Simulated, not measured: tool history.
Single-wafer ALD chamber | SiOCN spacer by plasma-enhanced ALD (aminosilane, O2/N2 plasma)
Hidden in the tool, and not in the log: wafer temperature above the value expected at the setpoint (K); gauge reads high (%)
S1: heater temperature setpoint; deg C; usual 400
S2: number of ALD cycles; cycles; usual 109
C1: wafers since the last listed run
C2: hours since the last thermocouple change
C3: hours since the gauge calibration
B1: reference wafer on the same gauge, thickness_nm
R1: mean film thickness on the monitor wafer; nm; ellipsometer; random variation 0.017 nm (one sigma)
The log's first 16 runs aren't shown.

Run 17, day 22.229: usual settings but S1 405 deg C, S2 124 cycles; C1 79; C2 2746.9; C3 179.9; B1 6.979. Result: R1 7.800 nm.
Run 18, day 23.146: usual settings but S2 121 cycles; C1 59; C2 2768.9; C3 201.9; B1 6.989. Result: R1 7.742 nm.
At day 24.462: thermocouple changed; heater temperature recalibrated.
Run 19, day 24.483: usual settings but S1 391 deg C; C1 64; C2 0.5; C3 234.0; B1 6.997. Result: R1 6.974 nm.
Run 20, day 25.379: usual settings; C1 57; C2 22.0; C3 255.5; B1 6.999. Result: R1 6.981 nm.
Run 21, day 26.688: usual settings but S1 411 deg C, S2 120 cycles; C1 84; C2 53.4; C3 286.9; B1 7.005. Result: R1 7.464 nm.
Run 22, day 27.479: usual settings; C1 51; C2 72.4; C3 305.9; B1 7.015. Result: R1 6.975 nm.
Run 23, day 29.546: usual settings but S1 393 deg C, S2 119 cycles; C1 133; C2 122.0; C3 355.5; B1 7.019. Result: R1 7.639 nm.
Run 24, day 30.792: usual settings but S1 406 deg C; C1 80; C2 151.9; C3 385.4; B1 7.023. Result: R1 6.870 nm.
Run 25, day 31.292: usual settings; C1 32; C2 163.9; C3 397.4; B1 7.027. Result: R1 6.984 nm.
Run 26, day 32.125: usual settings but S1 393 deg C, S2 123 cycles; C1 53; C2 183.9; C3 417.4; B1 7.022. Result: R1 7.883 nm.
Run 27, day 32.925: usual settings; C1 51; C2 203.1; C3 436.6; B1 7.026. Result: R1 7.013 nm.
Run 28, day 34.112: usual settings but S1 406 deg C, S2 126 cycles; C1 76; C2 231.6; C3 465.1; B1 7.031. Result: R1 7.993 nm.
Run 29, day 34.708: usual settings but S1 387 deg C, S2 89 cycles; C1 38; C2 245.9; C3 479.4; B1 7.031. Result: R1 5.711 nm.
Run 30, day 36.038: usual settings; C1 85; C2 277.8; C3 511.3; B1 7.037. Result: R1 7.016 nm.

5 ways to go on from here, each from the tool as it stands after run 30. What would each give?
Run A, day 36.062: usual settings but S2 88 cycles; C1 1; C2 278.4; C3 511.9; B1 ?. Result: R1 ?.
Run B, day 36.062: usual settings but S1 412 deg C, S2 94 cycles; C1 1; C2 278.4; C3 511.9; B1 ?. Result: R1 ?.
Run C, day 36.062: usual settings but S1 392 deg C; C1 1; C2 278.4; C3 511.9; B1 ?. Result: R1 ?.
Run D, day 36.062: usual settings but S1 393 deg C, S2 92 cycles; C1 1; C2 278.4; C3 511.9; B1 ?. Result: R1 ?.
Run E, day 36.062: usual settings but S1 395 deg C, S2 115 cycles; C1 1; C2 278.4; C3 511.9; B1 ?. Result: R1 ?.

run     B1     R1
  A  7.036  5.631
  B  7.036  5.825
  C  7.036  6.975
  D  7.036  5.887
  E  7.036  7.359
Without the tool's hidden state the same runs would have given:
run     R1
  A  5.532
  B  5.722
  C  6.853
  D  5.784
  E  7.230
